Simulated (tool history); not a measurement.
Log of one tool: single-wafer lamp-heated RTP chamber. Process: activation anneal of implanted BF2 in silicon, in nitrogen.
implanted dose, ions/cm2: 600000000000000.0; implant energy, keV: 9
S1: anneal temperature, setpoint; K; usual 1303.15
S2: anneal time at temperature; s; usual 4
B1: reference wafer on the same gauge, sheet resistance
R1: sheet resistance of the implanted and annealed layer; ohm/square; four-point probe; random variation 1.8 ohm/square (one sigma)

Run 1, hour 0.0: usual settings but S1 1293.15 K; B1 426.16. Result: R1 388.27 ohm/square.
Run 2, hour 40.3: usual settings but S1 1293.15 K; B1 426.17. Result: R1 386.70 ohm/square.
Run 3, hour 79.7: usual settings; B1 426.07. Result: R1 368.72 ohm/square.
Run 4, hour 151.0: usual settings but S2 3 s; B1 425.98. Result: R1 380.11 ohm/square.
Run 5, hour 201.9: usual settings but S2 3 s; B1 426.17. Result: R1 380.50 ohm/square.
Run 6, hour 292.8: usual settings but S2 3 s; B1 425.94. Result: R1 379.27 ohm/square.
Run 7, hour 345.1: usual settings; B1 426.03. Result: R1 368.66 ohm/square.
At hour 379.3: reflector plate cleaned.
Run 8, hour 386.9: usual settings; B1 426.15. Result: R1 364.90 ohm/square.
Run 9, hour 474.6: usual settings; B1 425.75. Result: R1 369.18 ohm/square.
Run 10, hour 545.8: usual settings but S1 1320.15 K; B1 425.96. Result: R1 341.29 ohm/square.
At hour 577.2: pyrometer window cleaned and pyrometer calibrated.
Run 11, hour 645.6: usual settings but S1 1320.15 K; B1 426.03. Result: R1 341.53 ohm/square.
Run 12, hour 936.8: usual settings but S2 6 s; B1 425.31. Result: R1 349.82 ohm/square.
Run 13, hour 990.0: usual settings but S2 6 s; B1 426.53. Result: R1 346.60 ohm/square.
At hour 1027.7: reflector plate cleaned.
Run 14, hour 1058.7: usual settings; B1 426.64. Result: R1 370.29 ohm/square.
Run 15, hour 1140.5: usual settings but S1 1293.15 K; B1 425.57. Result: R1 386.04 ohm/square.
Run 16, hour 1216.6: usual settings; B1 425.52. Result: R1 369.23 ohm/square.
At hour 1265.7: pyrometer window cleaned and pyrometer calibrated.
Run 17, hour 1320.5: usual settings but S1 1332.15 K, S2 5 s; B1 425.98. Result: R1 316.95 ohm/square.
Run 18, hour 1407.0: usual settings but S1 1320.15 K, S2 3 s; B1 426.34. Result: R1 354.73 ohm/square.
At hour 1428.5: gauge calibrated.
Run 19, hour 1491.0: usual settings but S1 1278.15 K, S2 6 s; B1 425.75. Result: R1 398.85 ohm/square.
Run 20, hour 1592.3: usual settings but S2 3 s; B1 426.15. Result: R1 383.55 ohm/square.
At hour 1615.5: reflector plate cleaned.
Run 21, hour 1689.0: usual settings but S1 1279.15 K; B1 426.01. Result: R1 418.30 ohm/square.
Run 22, hour 1763.8: usual settings; B1 425.90. Result: R1 369.06 ohm/square.
Run 23, hour 1832.2: usual settings; B1 426.04. Result: R1 367.20 ohm/square.
Run 24, hour 1883.3: usual settings; B1 425.82. Result: R1 370.89 ohm/square.
At hour 1917.9: pyrometer window cleaned and pyrometer calibrated.
Run 25, hour 1938.8: usual settings but S1 1326.15 K, S2 5 s; B1 425.63. Result: R1 321.79 ohm/square.
Run 26, hour 1993.7: usual settings but S1 1332.15 K; B1 425.85. Result: R1 327.49 ohm/square.
Run 27, hour 2044.8: usual settings but S1 1275.15 K, S2 3 s; B1 426.22. Result: R1 442.62 ohm/square.
Run 28, hour 2111.2: usual settings but S1 1285.15 K, S2 3 s; B1 425.52. Result: R1 418.25 ohm/square.
Run 29, hour 2188.6: usual settings; B1 426.46. Result: R1 371.56 ohm/square.
At hour 2220.3: reflector plate cleaned.
Run 30, hour 2284.0: usual settings but S1 1294.15 K, S2 5 s; B1 425.76. Result: R1 373.55 ohm/square.
Run 31, hour 2359.4: usual settings but S1 1320.15 K, S2 5 s; B1 425.91. Result: R1 333.51 ohm/square.
Run 32, hour 2410.3: usual settings but S1 1324.15 K, S2 6 s; B1 426.02. Result: R1 319.02 ohm/square.
Run 33, hour 2489.8: usual settings but S1 1324.15 K, S2 5 s; B1 425.86. Result: R1 325.88 ohm/square.
Run 34, hour 2543.5: usual settings but S1 1291.15 K, S2 6 s; B1 425.94. Result: R1 370.98 ohm/square.
At hour 2558.5: pyrometer window cleaned and pyrometer calibrated.
Run 35, hour 2603.0: usual settings but S1 1284.15 K; B1 425.98. Result: R1 405.53 ohm/square.
Run 36, hour 2664.7: usual settings but S1 1323.15 K, S2 3 s; B1 426.37. Result: R1 346.96 ohm/square.
Run 37, hour 2769.8: usual settings but S1 1316.15 K, S2 6 s; B1 426.09. Result: R1 328.95 ohm/square.

What the log doesn't show, run by run:
true wafer temperature minus pyrometer reading, K: 0 in every run
wafer temperature error from the tarnished reflector plate, K: 0 in every run
gauge reads high (%): 0 in every run

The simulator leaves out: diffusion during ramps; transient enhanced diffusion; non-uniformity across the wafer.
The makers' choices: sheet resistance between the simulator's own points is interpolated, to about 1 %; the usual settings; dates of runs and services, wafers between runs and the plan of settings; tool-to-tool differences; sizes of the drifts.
